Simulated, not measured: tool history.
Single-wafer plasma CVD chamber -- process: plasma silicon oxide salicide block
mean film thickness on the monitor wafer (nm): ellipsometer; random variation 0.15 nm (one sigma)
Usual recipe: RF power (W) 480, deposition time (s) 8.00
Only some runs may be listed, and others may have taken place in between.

run	hour	RF power (W)	deposition time (s)	read-back reference wafer on the same gauge, thickness_nm	mean film thickness on the monitor wafer (nm)
1	0.0	455	8.00	59.678	71.881
2	69.9	455	8.00	59.694	71.545
3	161.1	480	8.00	59.689	72.703
4	398.4	480	8.00	59.740	72.293
5	504.3	480	8.00	59.726	72.359
6	648.5	480	8.00	59.668	72.572
7	748.6	480	8.00	59.693	72.427
8	886.7	480	8.00	59.672	72.256
9	933.1	480	7.44	59.724	67.185
10	1027.8	480	7.44	59.740	67.254
11	1131.5	420	9.12	59.676	80.786
12	1228.7	420	9.12	59.723	80.663
13	1296.1	480	8.66	59.714	78.262
14	1347.4	480	8.66	59.699	77.620
15	1401.9	480	8.66	59.691	78.009
# hour 1485.7: gauge calibrated
16	1493.5	480	8.00	59.692	71.690
17	1570.7	480	8.00	59.727	71.894
# hour 1647.6: RF generator calibrated
18	1797.6	480	8.00	59.717	72.392
19	1869.6	480	8.00	59.670	72.063
20	1932.0	480	8.00	59.687	72.346
21	2003.2	525	9.17	59.745	83.818
22	2063.3	390	9.15	59.687	80.420
23	2161.0	480	8.00	59.713	72.644
24	2198.6	440	6.54	59.662	58.309
25	2508.0	415	8.00	59.705	70.749
26	2551.7	540	7.36	59.756	67.576
27	2623.8	480	7.56	59.701	68.414
28	2684.3	420	9.12	59.709	80.857
29	2737.8	450	8.91	59.697	79.827
30	2844.2	540	8.00	59.741	73.683
31	2904.0	480	8.00	59.702	72.131
# hour 3004.1: showerhead replaced
32	3008.8	550	7.43	59.716	68.380
33	3100.7	550	9.38	59.704	86.495
34	3177.0	480	8.00	59.686	72.293
35	3234.7	480	8.53	59.645	77.011
36	3277.6	505	8.63	59.706	78.427
37	3325.9	550	9.56	59.712	87.980
38	3552.6	540	7.36	59.713	67.302
39	3598.8	450	9.31	59.655	83.214
40	3685.3	440	7.07	59.715	62.750
41	3810.2	400	6.47	59.672	56.499
# hour 3868.4: RF generator calibrated
42	3919.4	440	9.51	59.766	84.940
43	4081.7	480	8.00	59.701	72.282

Hidden state, per run?
gauge reads high (%): 0 on each run
H1: delivered RF power above the setpoint (%)
run	H1
1	-0.583
2	-0.671
3	-0.803
4	-1.24
5	-1.48
6	-1.85
7	-2.14
8	-2.58
9	-2.73
10	-3.07
11	-3.46
12	-3.85
13	-4.14
14	-4.36
15	-4.61
16	-5.04
17	-5.42
18	-0.83
19	-0.863
20	-0.901
21	-0.956
22	-1.01
23	-1.12
24	-1.17
25	-1.7
26	-1.79
27	-1.96
28	-2.11
29	-2.24
30	-2.54
31	-2.72
32	-3.05
33	-3.36
34	-3.64
35	-3.86
36	-4.02
37	-4.22
38	-5.2
39	-5.42
40	-5.84
41	-6.47
42	-0.27
43	-0.322
